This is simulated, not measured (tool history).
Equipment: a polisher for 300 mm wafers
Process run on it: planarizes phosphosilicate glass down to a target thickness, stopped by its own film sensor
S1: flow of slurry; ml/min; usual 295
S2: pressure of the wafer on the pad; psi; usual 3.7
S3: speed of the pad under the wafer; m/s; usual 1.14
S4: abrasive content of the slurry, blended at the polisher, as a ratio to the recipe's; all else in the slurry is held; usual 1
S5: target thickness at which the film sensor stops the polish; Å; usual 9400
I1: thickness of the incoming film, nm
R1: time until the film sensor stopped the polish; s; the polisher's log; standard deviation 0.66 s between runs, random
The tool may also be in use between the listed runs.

run 1 day=0 | S1=295 S2=3.7 S3=1.14 S4=1 S5=9400 | I1=1802.7 | R1=82.1
run 2 day=3.596 | S1=295 S2=3.7 S3=1.14 S4=1 S5=9400 | I1=1829.9 | R1=86.8
-- day=7.004 slurry blender recalibrated
run 3 day=7.254 | S1=330 S2=3.7 S3=1.14 S4=1 S5=9400 | I1=1838.8 | R1=82.7
run 4 day=9.708 | S1=295 S2=3.7 S3=1.14 S4=1 S5=9400 | I1=1844.2 | R1=83.7
run 5 day=12.671 | S1=295 S2=3.7 S3=1.14 S4=1 S5=9400 | I1=1827.1 | R1=81.9
-- day=14.838 worn pad replaced by a new one
run 6 day=16.904 | S1=295 S2=3.7 S3=1.14 S4=1 S5=9400 | I1=1860.5 | R1=86.6
-- day=18.288 conditioning disc replaced and pad reconditioned
run 7 day=19.142 | S1=350 S2=3.7 S3=1.14 S4=1 S5=9400 | I1=1839.3 | R1=83.3
-- day=20.021 slurry nozzle cleaned
run 8 day=23 | S1=350 S2=3.7 S3=1.14 S4=1 S5=9400 | I1=1827.6 | R1=82.8
-- day=24.908 slurry blender recalibrated
run 9 day=27.225 | S1=295 S2=3.7 S3=1.14 S4=1 S5=9400 | I1=1822.2 | R1=81.7
run 10 day=29.821 | S1=295 S2=4.7 S3=1.14 S4=1 S5=9400 | I1=1858.9 | R1=72.8
run 11 day=32.2 | S1=295 S2=3.7 S3=1.14 S4=1 S5=10890 | I1=1860 | R1=71.8
-- day=33.458 worn pad replaced by a new one
run 12 day=35.117 | S1=295 S2=3.7 S3=1.14 S4=1 S5=9400 | I1=1837.4 | R1=83.5
-- day=35.425 conditioning disc replaced and pad reconditioned
run 13 day=36.842 | S1=295 S2=3.7 S3=1.14 S4=1 S5=11710 | I1=1823.3 | R1=62.1
-- day=44.25 slurry nozzle cleaned
-- day=44.904 slurry blender recalibrated
run 14 day=45.288 | S1=295 S2=3 S3=1.14 S4=1.1 S5=9400 | I1=1807.6 | R1=87.7
-- day=45.654 head pressure recalibrated
run 15 day=49.692 | S1=200 S2=2.9 S3=1.14 S4=1 S5=9400 | I1=1843.2 | R1=104
run 16 day=53.725 | S1=245 S2=3.7 S3=0.8 S4=1 S5=6740 | I1=1836.7 | R1=135.6
-- day=55.458 worn pad replaced by a new one
-- day=56.625 conditioning disc replaced and pad reconditioned
run 17 day=57.717 | S1=225 S2=3.3 S3=1.14 S4=1 S5=9400 | I1=1817.6 | R1=92.3
run 18 day=61.196 | S1=295 S2=3.7 S3=1.44 S4=1 S5=9400 | I1=1820.1 | R1=73.9
run 19 day=63.171 | S1=340 S2=3.7 S3=1.14 S4=0.8 S5=9400 | I1=1822.1 | R1=95.1
-- day=64.112 slurry nozzle cleaned
-- day=66.108 slurry blender recalibrated
run 20 day=67.421 | S1=295 S2=3.7 S3=1.14 S4=1 S5=9400 | I1=1832.9 | R1=83.8
run 21 day=71.529 | S1=295 S2=3.7 S3=1.5 S4=1 S5=11470 | I1=1805.5 | R1=51.9
-- day=72.146 worn pad replaced by a new one
run 22 day=75.604 | S1=295 S2=3.7 S3=1.14 S4=1 S5=9400 | I1=1828 | R1=83.7
-- day=76.233 conditioning disc replaced and pad reconditioned
run 23 day=79.346 | S1=295 S2=2.6 S3=0.84 S4=1 S5=9400 | I1=1803.3 | R1=123.1
run 24 day=80.867 | S1=295 S2=3.7 S3=1.14 S4=1 S5=9400 | I1=1795.2 | R1=83.3
run 25 day=85.2 | S1=355 S2=3 S3=1.44 S4=1 S5=7220 | I1=1831.2 | R1=107.6

Below are 4 alternative next runs, each starting from the tool's condition after run 25. Predict each:
run A day=85.217 | S1=295 S2=3.7 S3=1.14 S4=1 S5=6950 | I1=1811.1 | R1=?
run B day=85.217 | S1=370 S2=3.7 S3=1.46 S4=1 S5=9400 | I1=1811.1 | R1=?
run C day=85.217 | S1=370 S2=3.7 S3=1.14 S4=1.15 S5=7620 | I1=1811.1 | R1=?
run D day=85.217 | S1=235 S2=3.7 S3=0.78 S4=1.1 S5=9400 | I1=1811.1 | R1=?

run=A R1=111.1
run=B R1=72.7
run=C R1=95.5
run=D R1=106
Without the tool's unlogged condition, the same runs would have read:
run=A R1=103.2
run=B R1=67.5
run=C R1=89.2
run=D R1=98.8
